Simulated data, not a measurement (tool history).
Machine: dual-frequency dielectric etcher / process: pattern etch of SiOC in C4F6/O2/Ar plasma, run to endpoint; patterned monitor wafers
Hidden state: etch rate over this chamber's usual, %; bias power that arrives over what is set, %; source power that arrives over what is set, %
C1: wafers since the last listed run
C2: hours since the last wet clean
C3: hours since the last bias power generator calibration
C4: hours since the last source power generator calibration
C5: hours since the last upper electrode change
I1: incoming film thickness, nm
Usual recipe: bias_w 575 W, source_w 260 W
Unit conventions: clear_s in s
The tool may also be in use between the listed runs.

run 1 hour=0 | bias_w=659 source_w=260 | C1=0 C2=176.3 C3=1950.6 C4=1584.4 C5=4228.4 | I1=46.36 | clear_s=16.7
-- hour=31.4 source power generator calibrated
run 2 hour=65.1 | bias_w=659 source_w=260 | C1=1256 C2=241.4 C3=2015.7 C4=33.7 C5=4293.5 | I1=45.84 | clear_s=16.6
run 3 hour=126.8 | bias_w=575 source_w=260 | C1=1268 C2=303.1 C3=2077.4 C4=95.4 C5=4355.2 | I1=46.07 | clear_s=17.6
run 4 hour=176.3 | bias_w=575 source_w=260 | C1=1017 C2=352.6 C3=2126.9 C4=144.9 C5=4404.7 | I1=46.13 | clear_s=17.6
run 5 hour=242.8 | bias_w=575 source_w=260 | C1=1367 C2=419.1 C3=2193.4 C4=211.4 C5=4471.2 | I1=45.46 | clear_s=17.3
run 6 hour=288.6 | bias_w=575 source_w=260 | C1=941 C2=464.9 C3=2239.2 C4=257.2 C5=4517 | I1=46.04 | clear_s=17.5
run 7 hour=353.9 | bias_w=575 source_w=260 | C1=1342 C2=530.2 C3=2304.5 C4=322.5 C5=4582.3 | I1=46.42 | clear_s=17.7
-- hour=387.5 wet clean of the chamber
run 8 hour=413.8 | bias_w=575 source_w=260 | C1=738 C2=26.3 C3=2364.4 C4=382.4 C5=4642.2 | I1=46.06 | clear_s=17.6
run 9 hour=452.7 | bias_w=545 source_w=260 | C1=799 C2=65.2 C3=2403.3 C4=421.3 C5=4681.1 | I1=46.5 | clear_s=18.1
run 10 hour=517 | bias_w=575 source_w=260 | C1=1321 C2=129.5 C3=2467.6 C4=485.6 C5=4745.4 | I1=46.48 | clear_s=17.7
-- hour=558.2 bias power generator calibrated
run 11 hour=578 | bias_w=575 source_w=230 | C1=1171 C2=190.5 C3=19.8 C4=546.6 C5=4806.4 | I1=46.55 | clear_s=18.6
run 12 hour=605.5 | bias_w=434 source_w=220 | C1=565 C2=218 C3=47.3 C4=574.1 C5=4833.9 | I1=46.28 | clear_s=20.9
run 13 hour=643.5 | bias_w=655 source_w=290 | C1=781 C2=256 C3=85.3 C4=612.1 C5=4871.9 | I1=46.23 | clear_s=16.4
run 14 hour=689.5 | bias_w=625 source_w=220 | C1=945 C2=302 C3=131.3 C4=658.1 C5=4917.9 | I1=45.96 | clear_s=18.1
run 15 hour=759.1 | bias_w=645 source_w=300 | C1=1430 C2=371.6 C3=200.9 C4=727.7 C5=4987.5 | I1=46.44 | clear_s=16.4
run 16 hour=825.9 | bias_w=641 source_w=260 | C1=1373 C2=438.4 C3=267.7 C4=794.5 C5=5054.3 | I1=46.15 | clear_s=16.9
run 17 hour=869.7 | bias_w=575 source_w=260 | C1=900 C2=482.2 C3=311.5 C4=838.3 C5=5098.1 | I1=45.91 | clear_s=17.7
-- hour=913.3 upper electrode replaced
-- hour=937 wet clean of the chamber
run 18 hour=937.5 | bias_w=514 source_w=230 | C1=414 C2=0.5 C3=379.3 C4=906.1 C5=24.2 | I1=45.99 | clear_s=19.2
run 19 hour=964.5 | bias_w=512 source_w=280 | C1=555 C2=27.5 C3=406.3 C4=933.1 C5=51.2 | I1=45.85 | clear_s=18.1
run 20 hour=1013.8 | bias_w=479 source_w=230 | C1=1013 C2=76.8 C3=455.6 C4=982.4 C5=100.5 | I1=46.24 | clear_s=19.8
run 21 hour=1069.7 | bias_w=461 source_w=260 | C1=1149 C2=132.7 C3=511.5 C4=1038.3 C5=156.4 | I1=46.08 | clear_s=19.4
run 22 hour=1140.6 | bias_w=514 source_w=230 | C1=1457 C2=203.6 C3=582.4 C4=1109.2 C5=227.3 | I1=45.81 | clear_s=19
run 23 hour=1177.4 | bias_w=432 source_w=220 | C1=756 C2=240.4 C3=619.2 C4=1146 C5=264.1 | I1=45.54 | clear_s=20.5
run 24 hour=1208.4 | bias_w=674 source_w=200 | C1=637 C2=271.4 C3=650.2 C4=1177 C5=295.1 | I1=46.49 | clear_s=18.1
run 25 hour=1269.4 | bias_w=630 source_w=200 | C1=1254 C2=332.4 C3=711.2 C4=1238 C5=356.1 | I1=46.47 | clear_s=18.5
run 26 hour=1309.3 | bias_w=457 source_w=300 | C1=820 C2=372.3 C3=751.1 C4=1277.9 C5=396 | I1=46.1 | clear_s=18.5
run 27 hour=1360.5 | bias_w=699 source_w=280 | C1=1052 C2=423.5 C3=802.3 C4=1329.1 C5=447.2 | I1=45.47 | clear_s=15.7
run 28 hour=1412.3 | bias_w=575 source_w=260 | C1=1064 C2=475.3 C3=854.1 C4=1380.9 C5=499 | I1=45.92 | clear_s=17.7
-- hour=1470 wet clean of the chamber
run 29 hour=1470.5 | bias_w=634 source_w=290 | C1=703 C2=0.5 C3=912.3 C4=1439.1 C5=557.2 | I1=46.13 | clear_s=16.4
run 30 hour=1501.2 | bias_w=575 source_w=260 | C1=631 C2=31.2 C3=943 C4=1469.8 C5=587.9 | I1=46.62 | clear_s=17.9
run 31 hour=1570.8 | bias_w=575 source_w=290 | C1=1430 C2=100.8 C3=1012.6 C4=1539.4 C5=657.5 | I1=46.43 | clear_s=17.2
run 32 hour=1613 | bias_w=442 source_w=240 | C1=867 C2=143 C3=1054.8 C4=1581.6 C5=699.7 | I1=45.52 | clear_s=19.9
run 33 hour=1667.9 | bias_w=575 source_w=260 | C1=1128 C2=197.9 C3=1109.7 C4=1636.5 C5=754.6 | I1=46.47 | clear_s=17.6
-- hour=1704.8 source power generator calibrated
run 34 hour=1705.3 | bias_w=709 source_w=230 | C1=686 C2=235.3 C3=1147.1 C4=0.5 C5=792 | I1=46.11 | clear_s=16.7
run 35 hour=1727.5 | bias_w=624 source_w=290 | C1=456 C2=257.5 C3=1169.3 C4=22.7 C5=814.2 | I1=45.97 | clear_s=16.4

Measured result minus the same run's result without the hidden state. Both carry the same run-to-run variation, though not necessarily the same gauge scatter:
run=1 clear_s=-0.3
run=2 clear_s=-0.3
run=3 clear_s=-0.3
run=4 clear_s=-0.4
run=5 clear_s=-0.3
run=6 clear_s=-0.4
run=7 clear_s=-0.4
run=8 clear_s=-0.4
run=9 clear_s=-0.4
run=10 clear_s=-0.3
run=11 clear_s=+0
run=12 clear_s=-0.1
run=13 clear_s=-0.1
run=14 clear_s=-0.1
run=15 clear_s=-0.1
run=16 clear_s=-0.2
run=17 clear_s=-0.2
run=18 clear_s=-0.2
run=19 clear_s=-0.2
run=20 clear_s=-0.2
run=21 clear_s=-0.2
run=22 clear_s=-0.3
run=23 clear_s=-0.3
run=24 clear_s=-0.2
run=25 clear_s=-0.2
run=26 clear_s=-0.3
run=27 clear_s=-0.3
run=28 clear_s=-0.2
run=29 clear_s=-0.3
run=30 clear_s=-0.2
run=31 clear_s=-0.2
run=32 clear_s=-0.3
run=33 clear_s=-0.3
run=34 clear_s=-0.3
run=35 clear_s=-0.3
